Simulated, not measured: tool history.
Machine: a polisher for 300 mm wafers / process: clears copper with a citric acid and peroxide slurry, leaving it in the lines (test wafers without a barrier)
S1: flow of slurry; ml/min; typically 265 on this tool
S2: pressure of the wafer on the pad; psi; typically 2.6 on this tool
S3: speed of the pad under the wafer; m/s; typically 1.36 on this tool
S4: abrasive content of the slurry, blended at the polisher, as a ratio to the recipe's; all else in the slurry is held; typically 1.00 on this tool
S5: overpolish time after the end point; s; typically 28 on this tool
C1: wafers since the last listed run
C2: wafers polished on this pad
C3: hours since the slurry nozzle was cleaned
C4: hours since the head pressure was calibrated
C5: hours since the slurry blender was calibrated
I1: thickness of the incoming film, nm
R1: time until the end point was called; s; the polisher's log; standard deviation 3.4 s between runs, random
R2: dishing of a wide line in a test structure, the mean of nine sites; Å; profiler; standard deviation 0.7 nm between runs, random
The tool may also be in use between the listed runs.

run   hour   S1   S2    S3    S4  S5   C1    C2     C3     C4     C5     I1     R1   R2
  1    0.0  265  3.2  1.36  1.00  28    0   958  169.8   66.1    7.1  379.1  151.1  472
  2   26.8  265  3.2  1.36  1.00  28  237  1195  196.6   92.9   33.9  377.3  146.7  467
      36.0  -- worn pad replaced by a new one
  3   59.8  265  2.6  1.36  1.00  28  257   210  229.6  125.9   66.9  378.7  166.6  407
  4   91.5  265  2.6  1.36  1.00  28  280   491  261.3  157.6   98.6  379.1  167.9  402
  5  110.9  265  2.6  1.36  1.00  28  171   663  280.7  177.0  118.0  383.8  167.8  407
     145.6  -- slurry blender recalibrated
  6  165.6  265  2.6  1.36  1.00  28  467  1130  335.4  231.7   20.0  379.6  173.2  398
     175.8  -- worn pad replaced by a new one
  7  183.5  265  2.6  1.36  1.00  28  123    68  353.3  249.6   37.9  375.4  163.1  422
  8  196.5  265  2.6  1.36  1.00  28  115   183  366.3  262.6   50.9  380.1  173.0  406
  9  297.2  265  2.6  1.36  1.00  28  892  1076  467.0  363.3  151.6  371.7  154.9  432
     313.6  -- worn pad replaced by a new one
 10  314.1  265  2.6  1.52  1.00  28  114     4  483.9  380.2  168.5  382.4  148.6  463
     319.4  -- slurry blender recalibrated
 11  339.0  265  2.6  1.36  1.00  28  202   207  508.8  405.1   19.6  379.4  161.2  429
 12  363.3  265  2.6  1.36  1.00  28  215   423  533.1  429.4   43.9  378.8  160.5  430
 13  375.7  265  2.6  1.36  1.15  28  109   533  545.5  441.8   56.3  378.5  152.1  450
 14  400.3  310  3.4  1.36  0.70  21  218   751  570.1  466.4   80.9  376.5  132.5  393
 15  417.1  265  2.6  1.36  1.00  28  148   900  586.9  483.2   97.7  380.5  160.4  456
     419.7  -- head pressure recalibrated
     439.7  -- slurry nozzle cleaned
 16  447.5  335  2.1  1.36  0.90  41  242  1142    7.8   27.8  128.1  376.3  199.7  479
     456.6  -- worn pad replaced by a new one
     459.2  -- slurry blender recalibrated
 17  461.9  195  2.3  1.36  0.75  28   74    29   22.2   42.2    2.7  383.9  198.8  352

Run 18, settings as shown, results not yet in. Your forecast:
 18  493.8  265  2.6  1.36  1.00  28  282  312  54.1  74.1  34.6  377.0   ?   ?

For run 18 the tool returned R1 174.8 s, R2 402 Å.
The same run, on a tool lacking any hidden state, would have yielded R1 177.8 s, R2 396 Å.

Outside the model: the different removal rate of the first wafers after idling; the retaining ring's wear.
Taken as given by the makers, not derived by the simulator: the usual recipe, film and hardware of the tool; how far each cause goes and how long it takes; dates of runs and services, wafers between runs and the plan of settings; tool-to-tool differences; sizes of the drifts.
